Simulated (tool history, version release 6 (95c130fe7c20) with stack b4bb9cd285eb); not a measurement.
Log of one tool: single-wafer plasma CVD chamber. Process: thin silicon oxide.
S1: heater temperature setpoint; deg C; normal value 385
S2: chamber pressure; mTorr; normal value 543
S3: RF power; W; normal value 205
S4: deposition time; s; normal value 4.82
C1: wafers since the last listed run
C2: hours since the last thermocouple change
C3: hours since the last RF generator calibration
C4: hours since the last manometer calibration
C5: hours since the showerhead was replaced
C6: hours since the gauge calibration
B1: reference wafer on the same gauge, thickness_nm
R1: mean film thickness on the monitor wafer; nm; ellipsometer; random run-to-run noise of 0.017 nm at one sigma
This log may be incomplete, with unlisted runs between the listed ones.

run 1 hour=0.0 | S1=385 S2=613 S3=205 S4=4.82 | C1=0 C2=2621.1 C3=742.7 C4=989.5 C5=2820.9 C6=189.1 | B1=4.801 | R1=5.844
-- hour=24.6 capacitance manometer re-zeroed and calibrated
run 2 hour=35.9 | S1=385 S2=543 S3=205 S4=4.82 | C1=811 C2=2657.0 C3=778.6 C4=11.3 C5=2856.8 C6=225.0 | B1=4.805 | R1=5.039
run 3 hour=52.3 | S1=385 S2=543 S3=205 S4=4.82 | C1=477 C2=2673.4 C3=795.0 C4=27.7 C5=2873.2 C6=241.4 | B1=4.806 | R1=5.025
run 4 hour=59.3 | S1=385 S2=543 S3=205 S4=4.82 | C1=203 C2=2680.4 C3=802.0 C4=34.7 C5=2880.2 C6=248.4 | B1=4.800 | R1=5.039
-- hour=75.6 showerhead replaced
run 5 hour=76.1 | S1=385 S2=543 S3=205 S4=4.82 | C1=256 C2=2697.2 C3=818.8 C4=51.5 C5=0.5 C6=265.2 | B1=4.792 | R1=5.037
run 6 hour=83.7 | S1=385 S2=543 S3=205 S4=4.82 | C1=221 C2=2704.8 C3=826.4 C4=59.1 C5=8.1 C6=272.8 | B1=4.794 | R1=5.045
-- hour=97.6 thermocouple changed; heater temperature recalibrated
run 7 hour=98.1 | S1=385 S2=543 S3=205 S4=4.82 | C1=186 C2=0.5 C3=840.8 C4=73.5 C5=22.5 C6=287.2 | B1=4.797 | R1=5.027
run 8 hour=109.0 | S1=385 S2=543 S3=205 S4=4.82 | C1=317 C2=11.4 C3=851.7 C4=84.4 C5=33.4 C6=298.1 | B1=4.806 | R1=5.056
run 9 hour=115.5 | S1=385 S2=543 S3=205 S4=4.82 | C1=189 C2=17.9 C3=858.2 C4=90.9 C5=39.9 C6=304.6 | B1=4.806 | R1=5.019
run 10 hour=133.1 | S1=380 S2=644 S3=205 S4=5.37 | C1=512 C2=35.5 C3=875.8 C4=108.5 C5=57.5 C6=322.2 | B1=4.800 | R1=6.666
-- hour=139.6 gauge calibrated
run 11 hour=150.4 | S1=385 S2=543 S3=205 S4=3.96 | C1=503 C2=52.8 C3=893.1 C4=125.8 C5=74.8 C6=10.8 | B1=4.804 | R1=4.155
run 12 hour=169.5 | S1=385 S2=543 S3=205 S4=4.82 | C1=555 C2=71.9 C3=912.2 C4=144.9 C5=93.9 C6=29.9 | B1=4.801 | R1=5.053
run 13 hour=186.0 | S1=385 S2=543 S3=230 S4=4.04 | C1=480 C2=88.4 C3=928.7 C4=161.4 C5=110.4 C6=46.4 | B1=4.806 | R1=4.515
-- hour=201.7 RF generator calibrated
run 14 hour=202.2 | S1=390 S2=543 S3=220 S4=4.82 | C1=238 C2=104.6 C3=0.5 C4=177.6 C5=126.6 C6=62.6 | B1=4.798 | R1=5.234
run 15 hour=203.2 | S1=371 S2=543 S3=175 S4=4.82 | C1=29 C2=105.6 C3=1.5 C4=178.6 C5=127.6 C6=63.6 | B1=4.797 | R1=4.699
run 16 hour=216.4 | S1=385 S2=600 S3=205 S4=4.12 | C1=384 C2=118.8 C3=14.7 C4=191.8 C5=140.8 C6=76.8 | B1=4.798 | R1=4.789
run 17 hour=229.1 | S1=385 S2=543 S3=205 S4=4.82 | C1=369 C2=131.5 C3=27.4 C4=204.5 C5=153.5 C6=89.5 | B1=4.801 | R1=5.105
run 18 hour=238.5 | S1=385 S2=543 S3=205 S4=4.82 | C1=273 C2=140.9 C3=36.8 C4=213.9 C5=162.9 C6=98.9 | B1=4.798 | R1=5.060
run 19 hour=246.5 | S1=385 S2=610 S3=205 S4=4.82 | C1=232 C2=148.9 C3=44.8 C4=221.9 C5=170.9 C6=106.9 | B1=4.799 | R1=5.719
run 20 hour=261.5 | S1=394 S2=543 S3=190 S4=4.82 | C1=436 C2=163.9 C3=59.8 C4=236.9 C5=185.9 C6=121.9 | B1=4.802 | R1=4.868
run 21 hour=274.7 | S1=378 S2=639 S3=225 S4=5.59 | C1=384 C2=177.1 C3=73.0 C4=250.1 C5=199.1 C6=135.1 | B1=4.798 | R1=7.274
run 22 hour=286.2 | S1=385 S2=543 S3=205 S4=4.82 | C1=334 C2=188.6 C3=84.5 C4=261.6 C5=210.6 C6=146.6 | B1=4.804 | R1=5.112
run 23 hour=294.8 | S1=385 S2=609 S3=185 S4=4.82 | C1=250 C2=197.2 C3=93.1 C4=270.2 C5=219.2 C6=155.2 | B1=4.793 | R1=5.411
run 24 hour=310.6 | S1=396 S2=427 S3=190 S4=4.56 | C1=459 C2=213.0 C3=108.9 C4=286.0 C5=235.0 C6=171.0 | B1=4.793 | R1=3.606
run 25 hour=327.1 | S1=385 S2=416 S3=220 S4=4.82 | C1=480 C2=229.5 C3=125.4 C4=302.5 C5=251.5 C6=187.5 | B1=4.802 | R1=4.047
run 26 hour=342.8 | S1=374 S2=543 S3=205 S4=4.82 | C1=456 C2=245.2 C3=141.1 C4=318.2 C5=267.2 C6=203.2 | B1=4.802 | R1=5.140
run 27 hour=352.4 | S1=390 S2=543 S3=185 S4=4.82 | C1=279 C2=254.8 C3=150.7 C4=327.8 C5=276.8 C6=212.8 | B1=4.802 | R1=4.849
run 28 hour=362.9 | S1=395 S2=543 S3=180 S4=4.82 | C1=305 C2=265.3 C3=161.2 C4=338.3 C5=287.3 C6=223.3 | B1=4.798 | R1=4.745

Measured result minus the same run's result without the hidden state. Both carry the same run-to-run variation, though not necessarily the same gauge scatter:
Hidden state present: wafer temperature above the value expected at the setpoint (K); delivered RF power above the setpoint (%); true pressure above the setpoint (%); gauge reads high (%).
run=1 R1=+0.209
run=2 R1=+0.009
run=3 R1=+0.018
run=4 R1=+0.021
run=5 R1=+0.030
run=6 R1=+0.034
run=7 R1=+0.041
run=8 R1=+0.047
run=9 R1=+0.049
run=10 R1=+0.072
run=11 R1=+0.053
run=12 R1=+0.072
run=13 R1=+0.070
run=14 R1=+0.087
run=15 R1=+0.078
run=16 R1=+0.081
run=17 R1=+0.093
run=18 R1=+0.095
run=19 R1=+0.106
run=20 R1=+0.098
run=21 R1=+0.146
run=22 R1=+0.109
run=23 R1=+0.115
run=24 R1=+0.088
run=25 R1=+0.102
run=26 R1=+0.124
run=27 R1=+0.119
run=28 R1=+0.118

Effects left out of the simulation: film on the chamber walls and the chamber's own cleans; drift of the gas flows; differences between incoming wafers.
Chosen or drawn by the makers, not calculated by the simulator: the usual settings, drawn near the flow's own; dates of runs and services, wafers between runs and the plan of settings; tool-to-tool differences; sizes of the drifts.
